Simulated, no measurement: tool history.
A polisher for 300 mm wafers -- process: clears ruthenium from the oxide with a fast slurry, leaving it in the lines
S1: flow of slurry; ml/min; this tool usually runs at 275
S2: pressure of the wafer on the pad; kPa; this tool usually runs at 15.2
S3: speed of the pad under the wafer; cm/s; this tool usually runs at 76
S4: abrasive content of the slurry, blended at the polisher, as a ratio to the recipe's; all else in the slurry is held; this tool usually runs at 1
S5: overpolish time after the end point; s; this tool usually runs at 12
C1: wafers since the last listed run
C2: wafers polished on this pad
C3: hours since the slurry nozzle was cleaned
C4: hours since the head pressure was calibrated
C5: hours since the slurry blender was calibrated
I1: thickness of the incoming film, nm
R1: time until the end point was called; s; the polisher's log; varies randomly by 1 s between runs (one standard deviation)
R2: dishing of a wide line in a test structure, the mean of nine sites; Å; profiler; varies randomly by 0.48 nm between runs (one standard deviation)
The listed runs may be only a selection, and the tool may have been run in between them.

Run 1, hour 0: usual settings but S1 305 ml/min; C1 0; C2 440; C3 329.4; C4 859.8; C5 359; I1 159.1. Result: R1 68.5 s, R2 218 Å.
Run 2, hour 15.7: usual settings but S5 14 s; C1 165; C2 605; C3 345.1; C4 875.5; C5 374.7; I1 161.9. Result: R1 71 s, R2 254 Å.
Run 3, hour 30.5: usual settings but S5 14 s; C1 155; C2 761; C3 359.9; C4 890.3; C5 389.5; I1 160.1. Result: R1 72.1 s, R2 257 Å.
Run 4, hour 43.5: usual settings but S3 94 cm/s; C1 136; C2 898; C3 372.9; C4 903.3; C5 402.5; I1 157.7. Result: R1 55.7 s, R2 266 Å.
Run 5, hour 54.7: usual settings but S3 94 cm/s; C1 117; C2 1016; C3 384.1; C4 914.5; C5 413.7; I1 157.6. Result: R1 55.8 s, R2 271 Å.
Run 6, hour 65.7: usual settings; C1 115; C2 1131; C3 395.1; C4 925.5; C5 424.7; I1 158.5. Result: R1 70.2 s, R2 218 Å.
At hour 72.8: slurry blender recalibrated.
Run 7, hour 77.7: usual settings; C1 105; C2 1237; C3 407.1; C4 937.5; C5 4.9; I1 160.7. Result: R1 72 s, R2 206 Å.
Run 8, hour 84.9: usual settings; C1 75; C2 1313; C3 414.3; C4 944.7; C5 12.1; I1 161.2. Result: R1 71.5 s, R2 215 Å.
At hour 99.1: worn pad replaced by a new one.
Run 9, hour 99.6: usual settings; C1 112; C2 5; C3 429; C4 959.4; C5 26.8; I1 159.5. Result: R1 73.2 s, R2 214 Å.
Run 10, hour 109.3: usual settings; C1 102; C2 107; C3 438.7; C4 969.1; C5 36.5; I1 160.3. Result: R1 72.3 s, R2 211 Å.
Run 11, hour 124: usual settings but S2 17.9 kPa, S3 70 cm/s; C1 154; C2 262; C3 453.4; C4 983.8; C5 51.2; I1 158.3. Result: R1 66.8 s, R2 223 Å.
Run 12, hour 136.5: usual settings but S1 305 ml/min, S4 0.85; C1 131; C2 394; C3 465.9; C4 996.3; C5 63.7; I1 157.5. Result: R1 75.8 s, R2 204 Å.
At hour 139.6: slurry nozzle cleaned.
Run 13, hour 153.1: usual settings but S1 325 ml/min; C1 164; C2 558; C3 13.5; C4 1012.9; C5 80.3; I1 160.9. Result: R1 70.2 s, R2 213 Å.
Run 14, hour 161.1: usual settings; C1 84; C2 642; C3 21.5; C4 1020.9; C5 88.3; I1 158.3. Result: R1 73.3 s, R2 213 Å.
Run 15, hour 170.1: usual settings but S1 330 ml/min, S2 13.8 kPa, S5 19 s; C1 94; C2 737; C3 30.5; C4 1029.9; C5 97.3; I1 161.4. Result: R1 79.2 s, R2 298 Å.
Run 16, hour 182.9: usual settings but S4 1.1, S5 7 s; C1 134; C2 872; C3 43.3; C4 1042.7; C5 110.1; I1 159.5. Result: R1 70.7 s, R2 130 Å.
Run 17, hour 189.2: usual settings; C1 66; C2 938; C3 49.6; C4 1049; C5 116.4; I1 160.7. Result: R1 75.7 s, R2 208 Å.
Run 18, hour 196: usual settings but S1 300 ml/min, S2 16.5 kPa, S3 56 cm/s, S5 15 s; C1 71; C2 1010; C3 56.4; C4 1055.8; C5 123.2; I1 158.6. Result: R1 90.4 s, R2 202 Å.
At hour 198.3: head pressure recalibrated.
At hour 204.3: worn pad replaced by a new one.
Run 19, hour 208.4: usual settings but S3 50 cm/s, S4 0.8; C1 67; C2 42; C3 68.8; C4 10.1; C5 135.6; I1 161.2. Result: R1 103.8 s, R2 151 Å.
Run 20, hour 222.9: usual settings but S2 17.9 kPa, S3 70 cm/s; C1 152; C2 195; C3 83.3; C4 24.6; C5 150.1; I1 159.2. Result: R1 57.9 s, R2 264 Å.
Run 21, hour 230.6: usual settings but S2 11.7 kPa; C1 81; C2 276; C3 91; C4 32.3; C5 157.8; I1 159.1. Result: R1 80.5 s, R2 191 Å.
Run 22, hour 244.9: usual settings but S1 345 ml/min, S3 52 cm/s, S4 1.2, S5 15 s; C1 150; C2 427; C3 105.3; C4 46.6; C5 172.1; I1 161. Result: R1 82.4 s, R2 222 Å.
Run 23, hour 253.8: usual settings; C1 93; C2 520; C3 114.2; C4 55.5; C5 181; I1 160.9. Result: R1 63.4 s, R2 246 Å.
Run 24, hour 266: usual settings but S2 13.8 kPa, S3 88 cm/s, S5 19 s; C1 128; C2 649; C3 126.4; C4 67.7; C5 193.2; I1 161.9. Result: R1 60 s, R2 399 Å.
Run 25, hour 282.2: usual settings; C1 170; C2 819; C3 142.6; C4 83.9; C5 209.4; I1 160.5. Result: R1 64.7 s, R2 238 Å.
Run 26, hour 295.4: usual settings but S1 305 ml/min, S3 56 cm/s, S4 1.15, S5 15 s; C1 139; C2 958; C3 155.8; C4 97.1; C5 222.6; I1 160.3. Result: R1 80.6 s, R2 232 Å.

For run 27, what comes out?
Run 27, hour 311.8: usual settings; C1 172; C2 1131; C3 172.2; C4 113.5; C5 239; I1 160.4. Result: R1 ?, R2 ?.

{"run 27": {"R1": 62.3, "R2": 242}}
Had the tool carried no hidden state, the very same run would have given R1 62.6 s, R2 241 Å.
